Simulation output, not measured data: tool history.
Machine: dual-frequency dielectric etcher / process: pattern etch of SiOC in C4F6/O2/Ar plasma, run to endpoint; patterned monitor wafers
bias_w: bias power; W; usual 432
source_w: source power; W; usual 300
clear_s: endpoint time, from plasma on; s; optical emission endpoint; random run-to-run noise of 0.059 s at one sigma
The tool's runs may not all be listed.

run   hour  bias_w  source_w  incoming incoming film thickness, nm  clear_s
  1      0     383       350                                 47.84     19.1
  2   20.9     432       320                                 47.33     18.5
  3     45     432       320                                 47.19     18.6
  4   71.5     432       320                                 47.25     18.4
  5  104.1     432       300                                  47.5     19.2
     148.2  -- upper electrode replaced
     150.6  -- source power generator calibrated
  6  173.1     432       300                                 47.02     18.9
  7  204.1     432       300                                 47.32       19
  8  227.9     432       300                                 47.74     19.1
  9    247     432       300                                 47.66       19
 10  261.5     432       300                                 47.72       19
 11  277.5     538       240                                    47     19.1
 12  294.9     432       300                                 48.02     19.3

What will run 13 give?
      313  -- bias power generator calibrated
 13   319     432       300                                 47.07        ?

clear_s: 18.8 s
Had the tool carried no hidden state, the very same run would have given clear_s 19.6 s.

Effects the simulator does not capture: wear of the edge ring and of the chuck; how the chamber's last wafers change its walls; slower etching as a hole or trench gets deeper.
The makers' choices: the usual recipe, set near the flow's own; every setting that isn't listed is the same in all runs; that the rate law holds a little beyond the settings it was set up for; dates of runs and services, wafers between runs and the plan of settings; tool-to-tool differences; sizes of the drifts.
